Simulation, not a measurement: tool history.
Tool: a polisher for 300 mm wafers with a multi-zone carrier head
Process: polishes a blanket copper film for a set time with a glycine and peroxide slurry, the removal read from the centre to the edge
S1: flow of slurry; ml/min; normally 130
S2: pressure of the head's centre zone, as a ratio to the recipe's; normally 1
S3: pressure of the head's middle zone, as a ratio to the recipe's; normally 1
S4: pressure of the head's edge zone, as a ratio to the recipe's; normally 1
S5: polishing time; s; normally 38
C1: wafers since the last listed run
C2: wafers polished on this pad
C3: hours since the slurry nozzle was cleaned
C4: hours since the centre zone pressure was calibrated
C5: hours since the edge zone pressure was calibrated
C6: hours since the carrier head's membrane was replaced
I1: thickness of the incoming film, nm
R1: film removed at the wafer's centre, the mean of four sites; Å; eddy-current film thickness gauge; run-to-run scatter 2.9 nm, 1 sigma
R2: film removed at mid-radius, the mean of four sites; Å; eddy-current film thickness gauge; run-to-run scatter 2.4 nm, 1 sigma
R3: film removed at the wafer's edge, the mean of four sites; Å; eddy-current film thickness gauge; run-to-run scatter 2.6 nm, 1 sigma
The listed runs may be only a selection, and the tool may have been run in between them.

Run 1, day 0: usual settings; C1 0; C2 1066; C3 106.2; C4 61.5; C5 565.8; C6 1071.3; I1 1948.3. Result: R1 2000 Å, R2 2068 Å, R3 2022 Å.
Run 2, day 0.933: usual settings; C1 286; C2 1353; C3 128.6; C4 83.9; C5 588.2; C6 1093.7; I1 1913.1. Result: R1 2047 Å, R2 1999 Å, R3 2055 Å.
Run 3, day 2.396: usual settings but S3 1.05; C1 449; C2 1803; C3 163.7; C4 119; C5 623.3; C6 1128.8; I1 1883.4. Result: R1 2018 Å, R2 2111 Å, R3 2032 Å.
Run 4, day 3.333: usual settings; C1 288; C2 2091; C3 186.2; C4 141.5; C5 645.8; C6 1151.3; I1 1899.4. Result: R1 2093 Å, R2 2044 Å, R3 2009 Å.
Run 5, day 4.162: usual settings but S2 1.05; C1 254; C2 2346; C3 206.1; C4 161.4; C5 665.7; C6 1171.2; I1 1929.9. Result: R1 2100 Å, R2 2034 Å, R3 1992 Å.
Run 6, day 4.796: usual settings but S3 0.93, S4 1.08; C1 194; C2 2541; C3 221.3; C4 176.6; C5 680.9; C6 1186.4; I1 1929.3. Result: R1 2065 Å, R2 1927 Å, R3 2042 Å.
Run 7, day 6.692: usual settings but S5 29 s; C1 582; C2 3123; C3 266.8; C4 222.1; C5 726.4; C6 1231.9; I1 1920.2. Result: R1 1534 Å, R2 1574 Å, R3 1542 Å.
At day 7.058: worn pad replaced by a new one.
Run 8, day 7.733: usual settings; C1 268; C2 206; C3 291.8; C4 247.1; C5 751.4; C6 1256.9; I1 1918.6. Result: R1 2080 Å, R2 2058 Å, R3 1970 Å.
Run 9, day 9.158: usual settings but S1 155 ml/min, S2 1.06, S4 0.9, S5 45 s; C1 438; C2 644; C3 326; C4 281.3; C5 785.6; C6 1291.1; I1 1911.2. Result: R1 2597 Å, R2 2499 Å, R3 2373 Å.
Run 10, day 13.35: usual settings but S2 0.93, S5 44 s; C1 1288; C2 1933; C3 426.6; C4 381.9; C5 886.2; C6 1391.7; I1 1920.3. Result: R1 2166 Å, R2 2352 Å, R3 2340 Å.
At day 13.85: edge zone pressure recalibrated.
Run 11, day 14.138: usual settings; C1 216; C2 2149; C3 445.5; C4 400.8; C5 6.9; C6 1410.6; I1 1954.7. Result: R1 1989 Å, R2 2070 Å, R3 2031 Å.
At day 14.942: carrier head's membrane replaced by a new one.
Run 12, day 17.85: usual settings but S1 85 ml/min, S4 0.96; C1 1077; C2 3227; C3 534.6; C4 489.9; C5 96; C6 69.8; I1 1920.4. Result: R1 1855 Å, R2 1947 Å, R3 1934 Å.
Run 13, day 18.446: usual settings but S2 0.96, S3 1.04, S4 1.08, S5 31 s; C1 183; C2 3410; C3 548.9; C4 504.2; C5 110.3; C6 84.1; I1 1928.5. Result: R1 1593 Å, R2 1674 Å, R3 1699 Å.
At day 19.412: worn pad replaced by a new one.
Run 14, day 19.892: usual settings but S1 110 ml/min; C1 393; C2 147; C3 583.6; C4 538.9; C5 145; C6 118.8; I1 1907.8. Result: R1 1968 Å, R2 1982 Å, R3 1984 Å.
Run 15, day 20.4: usual settings; C1 156; C2 303; C3 595.8; C4 551.1; C5 157.2; C6 131; I1 1896.9. Result: R1 2037 Å, R2 2048 Å, R3 2057 Å.
Run 16, day 21.8: usual settings but S1 160 ml/min, S2 1.07, S3 1.12; C1 430; C2 733; C3 629.4; C4 584.7; C5 190.8; C6 164.6; I1 1896.6. Result: R1 2300 Å, R2 2282 Å, R3 2040 Å.
Run 17, day 22.388: usual settings but S2 1.08, S4 0.88, S5 46 s; C1 180; C2 914; C3 643.5; C4 598.8; C5 204.9; C6 178.7; I1 1930.7. Result: R1 2698 Å, R2 2489 Å, R3 2362 Å.
Run 18, day 22.908: usual settings; C1 160; C2 1074; C3 656; C4 611.3; C5 217.4; C6 191.2; I1 1921.1. Result: R1 2020 Å, R2 2041 Å, R3 1997 Å.
Run 19, day 23.646: usual settings but S1 150 ml/min, S2 1.05, S3 1.06; C1 226; C2 1301; C3 673.7; C4 629; C5 235.1; C6 208.9; I1 1921.4. Result: R1 2262 Å, R2 2199 Å, R3 2044 Å.
Run 20, day 24.883: usual settings but S2 1.1, S3 0.94, S4 1.04, S5 33 s; C1 380; C2 1681; C3 703.4; C4 658.7; C5 264.8; C6 238.6; I1 1883.1. Result: R1 1953 Å, R2 1716 Å, R3 1733 Å.
At day 27.796: centre zone pressure recalibrated.
Run 21, day 28.967: usual settings but S3 1.07; C1 1229; C2 2911; C3 801.4; C4 28.1; C5 362.8; C6 336.6; I1 1904.5. Result: R1 2061 Å, R2 2172 Å, R3 2044 Å.
Run 22, day 29.604: usual settings but S5 48 s; C1 195; C2 3107; C3 816.7; C4 43.4; C5 378.1; C6 351.9; I1 1900.7. Result: R1 2606 Å, R2 2563 Å, R3 2589 Å.
Run 23, day 30.638: usual settings but S2 1.04, S3 0.92, S4 1.04, S5 51 s; C1 317; C2 3424; C3 841.5; C4 68.2; C5 402.9; C6 376.7; I1 1946.2. Result: R1 2804 Å, R2 2528 Å, R3 2765 Å.

Take each entry between the runs: how does the hidden state at the last listed run before it differ from the hidden state at the first listed run after it?
In the gap between runs 7 and 8: worn pad replaced by a new one (day 7.058)
  nothing in the hidden state changes from one run to the other
In the gap between runs 10 and 11: edge zone pressure recalibrated (day 13.85)
  nothing in the hidden state changes from one run to the other
In the gap between runs 11 and 12: carrier head's membrane replaced by a new one (day 14.942)
  nothing in the hidden state changes from one run to the other
In the gap between runs 13 and 14: worn pad replaced by a new one (day 19.412)
  nothing in the hidden state changes from one run to the other
In the gap between runs 20 and 21: centre zone pressure recalibrated (day 27.796)
  nothing in the hidden state changes from one run to the other
